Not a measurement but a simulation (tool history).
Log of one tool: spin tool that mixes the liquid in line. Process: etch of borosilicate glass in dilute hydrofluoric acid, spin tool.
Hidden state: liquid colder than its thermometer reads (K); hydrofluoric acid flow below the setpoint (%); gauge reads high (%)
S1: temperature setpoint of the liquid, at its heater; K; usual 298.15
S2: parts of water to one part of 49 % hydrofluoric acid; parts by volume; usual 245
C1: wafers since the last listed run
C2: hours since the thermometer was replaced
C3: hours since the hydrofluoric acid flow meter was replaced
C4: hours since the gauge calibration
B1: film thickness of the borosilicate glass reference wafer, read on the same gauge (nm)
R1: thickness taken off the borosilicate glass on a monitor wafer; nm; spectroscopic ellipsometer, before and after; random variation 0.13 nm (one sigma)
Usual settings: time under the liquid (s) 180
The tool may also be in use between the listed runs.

run 1 hour=0 | S1=298.15 S2=245 time_under_the_liquid_(s)=180 | C1=0 C2=1705.2 C3=1189.7 C4=447.7 | B1=139.99 | R1=27.19
run 2 hour=26.7 | S1=295.15 S2=245 time_under_the_liquid_(s)=180 | C1=244 C2=1731.9 C3=1216.4 C4=474.4 | B1=140.01 | R1=24.25
run 3 hour=52.1 | S1=295.15 S2=245 time_under_the_liquid_(s)=180 | C1=232 C2=1757.3 C3=1241.8 C4=499.8 | B1=139.98 | R1=24.21
run 4 hour=67.1 | S1=295.65 S2=245 time_under_the_liquid_(s)=180 | C1=137 C2=1772.3 C3=1256.8 C4=514.8 | B1=140.04 | R1=24.51
run 5 hour=82.2 | S1=298.15 S2=245 time_under_the_liquid_(s)=180 | C1=138 C2=1787.4 C3=1271.9 C4=529.9 | B1=139.96 | R1=26.96
run 6 hour=109.3 | S1=296.15 S2=245 time_under_the_liquid_(s)=180 | C1=248 C2=1814.5 C3=1299 C4=557 | B1=139.98 | R1=25.02
run 7 hour=134.5 | S1=298.15 S2=330 time_under_the_liquid_(s)=180 | C1=230 C2=1839.7 C3=1324.2 C4=582.2 | B1=140.04 | R1=18.23
-- hour=142.8 hydrofluoric acid flow meter replaced
-- hour=143.3 thermometer replaced
run 8 hour=159.9 | S1=298.15 S2=330 time_under_the_liquid_(s)=180 | C1=219 C2=16.6 C3=17.1 C4=607.6 | B1=139.97 | R1=21.62
run 9 hour=182.6 | S1=298.15 S2=190 time_under_the_liquid_(s)=180 | C1=207 C2=39.3 C3=39.8 C4=630.3 | B1=140.02 | R1=43.47
run 10 hour=216.3 | S1=298.15 S2=190 time_under_the_liquid_(s)=180 | C1=308 C2=73 C3=73.5 C4=664 | B1=140.01 | R1=43.1
run 11 hour=232.3 | S1=298.15 S2=190 time_under_the_liquid_(s)=180 | C1=146 C2=89 C3=89.5 C4=680 | B1=140.01 | R1=42.91
run 12 hour=248.2 | S1=294.15 S2=245 time_under_the_liquid_(s)=180 | C1=145 C2=104.9 C3=105.4 C4=695.9 | B1=139.98 | R1=27.06
run 13 hour=277.1 | S1=298.15 S2=245 time_under_the_liquid_(s)=180 | C1=264 C2=133.8 C3=134.3 C4=724.8 | B1=140.03 | R1=31.02
run 14 hour=312.3 | S1=298.15 S2=310 time_under_the_liquid_(s)=135 | C1=322 C2=169 C3=169.5 C4=760 | B1=140.02 | R1=17.35
run 15 hour=345.5 | S1=301.65 S2=245 time_under_the_liquid_(s)=180 | C1=303 C2=202.2 C3=202.7 C4=793.2 | B1=140.05 | R1=35.14
-- hour=350.3 gauge calibrated
run 16 hour=372.7 | S1=302.65 S2=135 time_under_the_liquid_(s)=210 | C1=248 C2=229.4 C3=229.9 C4=22.4 | B1=139.99 | R1=87.7
run 17 hour=389.1 | S1=298.15 S2=360 time_under_the_liquid_(s)=180 | C1=150 C2=245.8 C3=246.3 C4=38.8 | B1=140 | R1=18.74
run 18 hour=421.7 | S1=298.15 S2=245 time_under_the_liquid_(s)=180 | C1=298 C2=278.4 C3=278.9 C4=71.4 | B1=140 | R1=31.02
run 19 hour=456.3 | S1=298.15 S2=245 time_under_the_liquid_(s)=180 | C1=316 C2=313 C3=313.5 C4=106 | B1=139.99 | R1=30.74
run 20 hour=473.1 | S1=298.15 S2=245 time_under_the_liquid_(s)=180 | C1=153 C2=329.8 C3=330.3 C4=122.8 | B1=140.01 | R1=30.69
run 21 hour=486.8 | S1=298.15 S2=245 time_under_the_liquid_(s)=180 | C1=125 C2=343.5 C3=344 C4=136.5 | B1=140.03 | R1=30.45
run 22 hour=505.1 | S1=298.15 S2=245 time_under_the_liquid_(s)=180 | C1=167 C2=361.8 C3=362.3 C4=154.8 | B1=139.98 | R1=30.62
run 23 hour=523.8 | S1=295.15 S2=170 time_under_the_liquid_(s)=245 | C1=171 C2=380.5 C3=381 C4=173.5 | B1=139.98 | R1=57.52
run 24 hour=553.6 | S1=302.15 S2=245 time_under_the_liquid_(s)=100 | C1=272 C2=410.3 C3=410.8 C4=203.3 | B1=140.02 | R1=19.36
run 25 hour=583.1 | S1=301.65 S2=290 time_under_the_liquid_(s)=215 | C1=270 C2=439.8 C3=440.3 C4=232.8 | B1=140 | R1=32.91
run 26 hour=599.9 | S1=298.15 S2=245 time_under_the_liquid_(s)=180 | C1=153 C2=456.6 C3=457.1 C4=249.6 | B1=139.97 | R1=29.93
run 27 hour=622.9 | S1=298.15 S2=245 time_under_the_liquid_(s)=210 | C1=210 C2=479.6 C3=480.1 C4=272.6 | B1=140.01 | R1=35.27
run 28 hour=657.4 | S1=298.15 S2=245 time_under_the_liquid_(s)=180 | C1=315 C2=514.1 C3=514.6 C4=307.1 | B1=140 | R1=29.98

Run 29 comes next. What will it give?
run 29 hour=693 | S1=300.15 S2=245 time_under_the_liquid_(s)=180 | C1=325 C2=549.7 C3=550.2 C4=342.7 | B1=? | R1=?

Run 29 gave B1 140.01, R1 31.98 nm.
Without the tool's hidden state the same run would have given R1 34.38 nm.
